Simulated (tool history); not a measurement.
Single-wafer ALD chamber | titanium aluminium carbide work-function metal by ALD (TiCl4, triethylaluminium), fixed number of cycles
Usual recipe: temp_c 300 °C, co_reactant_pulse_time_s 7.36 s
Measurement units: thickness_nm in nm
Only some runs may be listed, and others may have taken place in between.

run	hour	temp_c	co_reactant_pulse_time_s	wafers since the last listed run	hours since the last thermocouple change	hours since the last triethylaluminium bottle change	hours since the showerhead was replaced	hours since the gauge calibration	read-back reference wafer on the same gauge, thickness_nm	thickness_nm
1	0.0	288	8.18	0	2447.5	356.4	5234.7	1567.0	1.871	1.820
2	67.3	288	8.18	950	2514.8	423.7	5302.0	1634.3	1.871	1.820
3	117.4	288	8.18	707	2564.9	473.8	5352.1	1684.4	1.869	1.825
4	142.7	300	7.36	357	2590.2	499.1	5377.4	1709.7	1.868	1.875
5	192.1	300	7.36	697	2639.6	548.5	5426.8	1759.1	1.869	1.866
6	251.6	300	7.36	839	2699.1	608.0	5486.3	1818.6	1.868	1.869
# hour 315.5: thermocouple changed; heater temperature recalibrated
7	371.7	300	7.36	1582	56.2	728.1	5606.4	1938.7	1.870	1.850
8	426.7	300	7.36	776	111.2	783.1	5661.4	1993.7	1.869	1.840
9	496.4	300	7.36	983	180.9	852.8	5731.1	2063.4	1.869	1.824
# hour 525.7: triethylaluminium bottle replaced
10	542.1	300	6.21	532	226.6	16.4	5776.8	2109.1	1.870	1.604
11	575.3	300	6.21	468	259.8	49.6	5810.0	2142.3	1.871	1.619
# hour 628.1: showerhead replaced
12	638.9	311	5.65	784	323.4	113.2	10.8	2205.9	1.872	1.590
13	668.6	311	5.65	419	353.1	142.9	40.5	2235.6	1.872	1.594
14	719.1	300	8.74	712	403.6	193.4	91.0	2286.1	1.869	1.883
15	763.3	287	8.37	623	447.8	237.6	135.2	2330.3	1.870	1.730
16	810.8	305	7.36	670	495.3	285.1	182.7	2377.8	1.869	1.799
# hour 820.7: triethylaluminium bottle replaced, repeated, since the last time left the tool worse
17	845.7	288	6.02	379	530.2	25.0	217.6	2412.7	1.871	1.640
# hour 860.4: gauge calibrated
18	877.5	306	4.92	448	562.0	56.8	249.4	17.1	1.871	1.575
19	924.3	300	7.36	660	608.8	103.6	296.2	63.9	1.869	1.884
20	957.6	307	4.62	470	642.1	136.9	329.5	97.2	1.871	1.502
21	1019.4	307	7.36	872	703.9	198.7	391.3	159.0	1.871	1.954
22	1067.3	300	7.36	676	751.8	246.6	439.2	206.9	1.869	1.889
23	1100.2	300	5.28	464	784.7	279.5	472.1	239.8	1.869	1.607
24	1144.8	300	7.36	629	829.3	324.1	516.7	284.4	1.871	1.888
25	1196.0	300	7.36	722	880.5	375.3	567.9	335.6	1.867	1.880
26	1249.2	300	7.36	750	933.7	428.5	621.1	388.8	1.868	1.888
27	1297.9	304	4.42	687	982.4	477.2	669.8	437.5	1.870	1.395
28	1486.1	310	7.36	2656	1170.6	665.4	858.0	625.7	1.868	1.956
29	1517.9	300	7.36	448	1202.4	697.2	889.8	657.5	1.872	1.859
30	1587.4	312	9.69	981	1271.9	766.7	959.3	727.0	1.869	2.094
31	1620.5	300	9.90	467	1305.0	799.8	992.4	760.1	1.869	1.987
# hour 1650.7: triethylaluminium bottle replaced
32	1651.9	294	8.20	330	1336.4	1.2	1023.8	791.5	1.868	1.891

Branching from run 32: 5 alternative next runs. What would each branch give?
A	1652.3	300	7.36	5	1336.8	1.6	1024.2	791.9	?	?
B	1652.3	300	9.66	5	1336.8	1.6	1024.2	791.9	?	?
C	1652.3	289	10.22	5	1336.8	1.6	1024.2	791.9	?	?
D	1652.3	287	5.73	5	1336.8	1.6	1024.2	791.9	?	?
E	1652.3	294	7.36	5	1336.8	1.6	1024.2	791.9	?	?

run	read-back reference wafer on the same gauge, thickness_nm	thickness_nm
A	1.869	1.895
B	1.869	2.006
C	1.869	1.910
D	1.869	1.591
E	1.869	1.839
Without the tool's hidden state the same runs would have given:
run	thickness_nm
A	1.900
B	2.008
C	1.912
D	1.597
E	1.843

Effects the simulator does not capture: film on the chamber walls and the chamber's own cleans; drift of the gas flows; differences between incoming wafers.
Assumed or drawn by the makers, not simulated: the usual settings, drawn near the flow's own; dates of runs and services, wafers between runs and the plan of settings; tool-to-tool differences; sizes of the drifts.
